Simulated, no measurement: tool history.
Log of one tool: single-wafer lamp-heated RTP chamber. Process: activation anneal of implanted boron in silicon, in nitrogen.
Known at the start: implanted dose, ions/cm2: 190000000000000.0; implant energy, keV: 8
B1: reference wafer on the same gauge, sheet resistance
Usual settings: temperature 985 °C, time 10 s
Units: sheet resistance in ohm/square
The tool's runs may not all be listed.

{"run": 1, "hour": 0.0, "temperature": 985, "time": 10, "B1": 618.72, "sheet resistance": 575.34}
{"run": 2, "hour": 34.2, "temperature": 985, "time": 13, "B1": 619.03, "sheet resistance": 575.31}
{"run": 3, "hour": 48.0, "temperature": 985, "time": 13, "B1": 618.9, "sheet resistance": 574.41}
{"run": 4, "hour": 61.1, "temperature": 1001, "time": 13, "B1": 619.06, "sheet resistance": 569.57}
{"run": 5, "hour": 89.4, "temperature": 985, "time": 12, "B1": 618.64, "sheet resistance": 574.71}
{"run": 6, "hour": 106.7, "temperature": 985, "time": 12, "B1": 618.86, "sheet resistance": 574.63}
{"hour": 111.1, "done": "gauge calibrated"}
{"run": 7, "hour": 130.4, "temperature": 985, "time": 12, "B1": 618.9, "sheet resistance": 574.18}
{"run": 8, "hour": 154.4, "temperature": 985, "time": 15, "B1": 619.21, "sheet resistance": 572.76}
{"run": 9, "hour": 166.9, "temperature": 985, "time": 15, "B1": 618.85, "sheet resistance": 573.05}
{"run": 10, "hour": 220.5, "temperature": 966, "time": 10, "B1": 619.32, "sheet resistance": 587.83}
{"hour": 236.2, "done": "reflector plate cleaned"}
{"hour": 254.2, "done": "pyrometer window cleaned and pyrometer calibrated"}
{"run": 11, "hour": 254.7, "temperature": 985, "time": 10, "B1": 619.33, "sheet resistance": 579.94}
{"run": 12, "hour": 307.4, "temperature": 985, "time": 10, "B1": 619.43, "sheet resistance": 579.63}
{"run": 13, "hour": 333.4, "temperature": 985, "time": 10, "B1": 619.4, "sheet resistance": 577.49}
{"run": 14, "hour": 356.2, "temperature": 993, "time": 10, "B1": 619.01, "sheet resistance": 574.39}
{"run": 15, "hour": 384.1, "temperature": 993, "time": 10, "B1": 619.03, "sheet resistance": 575.39}
{"run": 16, "hour": 404.6, "temperature": 1008, "time": 10, "B1": 619.1, "sheet resistance": 569.71}
{"run": 17, "hour": 416.8, "temperature": 1010, "time": 10, "B1": 619.09, "sheet resistance": 569.38}
{"run": 18, "hour": 432.0, "temperature": 960, "time": 10, "B1": 618.94, "sheet resistance": 599.63}
{"run": 19, "hour": 452.4, "temperature": 985, "time": 10, "B1": 618.94, "sheet resistance": 576.27}
{"run": 20, "hour": 480.7, "temperature": 985, "time": 10, "B1": 618.97, "sheet resistance": 578.59}
{"run": 21, "hour": 499.7, "temperature": 1001, "time": 10, "B1": 619.31, "sheet resistance": 572.43}
{"run": 22, "hour": 524.7, "temperature": 985, "time": 16, "B1": 619.16, "sheet resistance": 574.57}
{"hour": 533.6, "done": "gauge calibrated"}
{"hour": 551.6, "done": "pyrometer window cleaned and pyrometer calibrated"}
{"run": 23, "hour": 570.3, "temperature": 1014, "time": 12, "B1": 618.92, "sheet resistance": 570.08}
{"run": 24, "hour": 585.6, "temperature": 1010, "time": 8, "B1": 618.79, "sheet resistance": 569.37}
{"run": 25, "hour": 600.8, "temperature": 985, "time": 15, "B1": 619.4, "sheet resistance": 573.83}
{"run": 26, "hour": 623.0, "temperature": 985, "time": 6, "B1": 619.4, "sheet resistance": 579.5}
{"run": 27, "hour": 644.7, "temperature": 985, "time": 10, "B1": 618.94, "sheet resistance": 577.02}
{"run": 28, "hour": 668.3, "temperature": 971, "time": 13, "B1": 618.69, "sheet resistance": 582.59}
{"run": 29, "hour": 696.9, "temperature": 985, "time": 14, "B1": 618.68, "sheet resistance": 573.49}
{"run": 30, "hour": 710.9, "temperature": 985, "time": 10, "B1": 618.66, "sheet resistance": 576.64}
{"run": 31, "hour": 729.2, "temperature": 1001, "time": 13, "B1": 619.01, "sheet resistance": 570.73}
{"run": 32, "hour": 744.3, "temperature": 966, "time": 15, "B1": 619.07, "sheet resistance": 584.07}
{"hour": 768.1, "done": "reflector plate cleaned"}
{"run": 33, "hour": 768.6, "temperature": 985, "time": 10, "B1": 619.23, "sheet resistance": 580.83}

3 ways to go on from here, each from the tool as it stands after run 33. What would each give?
{"run": "A", "hour": 769.0, "temperature": 985, "time": 10, "B1": "?", "sheet resistance": "?"}
{"run": "B", "hour": 769.0, "temperature": 963, "time": 12, "B1": "?", "sheet resistance": "?"}
{"run": "C", "hour": 769.0, "temperature": 975, "time": 10, "B1": "?", "sheet resistance": "?"}

run=A B1=619.07 sheet_resistance=579.04
run=B B1=619.07 sheet_resistance=598.48
run=C B1=619.07 sheet_resistance=585.70
Without the tool's hidden state the same runs would have given:
run=A sheet_resistance=580.31
run=B sheet_resistance=602.52
run=C sheet_resistance=587.88
